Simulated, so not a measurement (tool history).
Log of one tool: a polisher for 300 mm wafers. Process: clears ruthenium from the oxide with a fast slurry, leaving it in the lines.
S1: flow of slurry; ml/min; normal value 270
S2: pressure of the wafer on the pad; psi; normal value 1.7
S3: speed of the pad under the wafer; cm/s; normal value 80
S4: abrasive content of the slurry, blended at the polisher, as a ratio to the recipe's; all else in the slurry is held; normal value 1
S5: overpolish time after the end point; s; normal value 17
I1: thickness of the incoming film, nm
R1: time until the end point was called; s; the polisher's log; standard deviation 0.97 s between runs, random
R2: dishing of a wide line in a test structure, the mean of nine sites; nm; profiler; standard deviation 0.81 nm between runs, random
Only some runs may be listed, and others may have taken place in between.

{"run": 1, "hour": 0.0, "S1": 270, "S2": 1.7, "S3": 80, "S4": 1, "S5": 17, "I1": 279, "R1": 126.5, "R2": 31}
{"hour": 1.6, "done": "worn pad replaced by a new one"}
{"hour": 3.2, "done": "slurry blender recalibrated"}
{"run": 2, "hour": 30.7, "S1": 270, "S2": 1.7, "S3": 80, "S4": 1, "S5": 17, "I1": 279, "R1": 123.2, "R2": 32.9}
{"run": 3, "hour": 53.3, "S1": 270, "S2": 1.7, "S3": 80, "S4": 1, "S5": 17, "I1": 281.1, "R1": 127.8, "R2": 30.4}
{"run": 4, "hour": 74.9, "S1": 270, "S2": 1.7, "S3": 80, "S4": 1, "S5": 17, "I1": 276.2, "R1": 125.4, "R2": 32.3}
{"run": 5, "hour": 90.7, "S1": 270, "S2": 1.7, "S3": 80, "S4": 1, "S5": 17, "I1": 277.9, "R1": 124.7, "R2": 30.2}
{"run": 6, "hour": 113.6, "S1": 270, "S2": 1.7, "S3": 80, "S4": 1, "S5": 17, "I1": 280.9, "R1": 127.8, "R2": 32.2}
{"hour": 121.7, "done": "worn pad replaced by a new one"}
{"hour": 132.2, "done": "slurry blender recalibrated"}
{"run": 7, "hour": 147.3, "S1": 270, "S2": 1.9, "S3": 80, "S4": 1, "S5": 15, "I1": 279.1, "R1": 108.9, "R2": 30.3}
{"run": 8, "hour": 170.2, "S1": 315, "S2": 1.7, "S3": 80, "S4": 1, "S5": 17, "I1": 281.7, "R1": 124.7, "R2": 31.2}
{"run": 9, "hour": 202.6, "S1": 205, "S2": 1.7, "S3": 80, "S4": 1, "S5": 17, "I1": 279.2, "R1": 129.9, "R2": 31.2}
{"hour": 218.9, "done": "worn pad replaced by a new one"}
{"run": 10, "hour": 227.2, "S1": 340, "S2": 1.7, "S3": 54, "S4": 1.2, "S5": 17, "I1": 279.1, "R1": 161.6, "R2": 24.9}
{"hour": 234.7, "done": "head pressure recalibrated"}
{"hour": 256.1, "done": "slurry nozzle cleaned"}
{"run": 11, "hour": 256.6, "S1": 270, "S2": 1.5, "S3": 52, "S4": 0.9, "S5": 17, "I1": 284.7, "R1": 228.7, "R2": 19.5}
{"run": 12, "hour": 273.4, "S1": 270, "S2": 1.7, "S3": 106, "S4": 0.8, "S5": 17, "I1": 284, "R1": 103.8, "R2": 37.5}
{"hour": 280.1, "done": "slurry blender recalibrated"}
{"run": 13, "hour": 306.3, "S1": 270, "S2": 1.7, "S3": 106, "S4": 0.8, "S5": 17, "I1": 278.6, "R1": 104.4, "R2": 35.3}
{"run": 14, "hour": 329.0, "S1": 225, "S2": 1.4, "S3": 80, "S4": 1.15, "S5": 11, "I1": 281.9, "R1": 152.5, "R2": 18.6}
{"hour": 333.9, "done": "worn pad replaced by a new one"}
{"run": 15, "hour": 362.7, "S1": 245, "S2": 1.9, "S3": 80, "S4": 1, "S5": 20, "I1": 274.3, "R1": 110.1, "R2": 37.4}
{"run": 16, "hour": 379.7, "S1": 270, "S2": 1.7, "S3": 80, "S4": 1, "S5": 17, "I1": 279.9, "R1": 125, "R2": 32}
{"run": 17, "hour": 392.9, "S1": 245, "S2": 1.7, "S3": 62, "S4": 0.9, "S5": 14, "I1": 282.5, "R1": 173, "R2": 21.1}

The logged runs with the hidden state left out (each run's random variation unchanged):
Hidden conditions of the tool in this case: removal rate lost through wear of the pad, %; slurry flow missing at the pad, %; deviation of the head's pressure from its setpoint, %; abrasive missing from the slurry, %.
run=1 R1=115.3 R2=33.4
run=2 R1=115.8 R2=34.5
run=3 R1=117.7 R2=32.5
run=4 R1=114.3 R2=34.7
run=5 R1=113 R2=32.6
run=6 R1=115.4 R2=34.9
run=7 R1=103.2 R2=31.6
run=8 R1=115.5 R2=33.2
run=9 R1=118.5 R2=33.6
run=10 R1=158 R2=25.4
run=11 R1=214.3 R2=20.6
run=12 R1=96 R2=39.7
run=13 R1=95.2 R2=37.8
run=14 R1=138.6 R2=20.2
run=15 R1=104.2 R2=39
run=16 R1=116.4 R2=33.8
run=17 R1=159.7 R2=22.6

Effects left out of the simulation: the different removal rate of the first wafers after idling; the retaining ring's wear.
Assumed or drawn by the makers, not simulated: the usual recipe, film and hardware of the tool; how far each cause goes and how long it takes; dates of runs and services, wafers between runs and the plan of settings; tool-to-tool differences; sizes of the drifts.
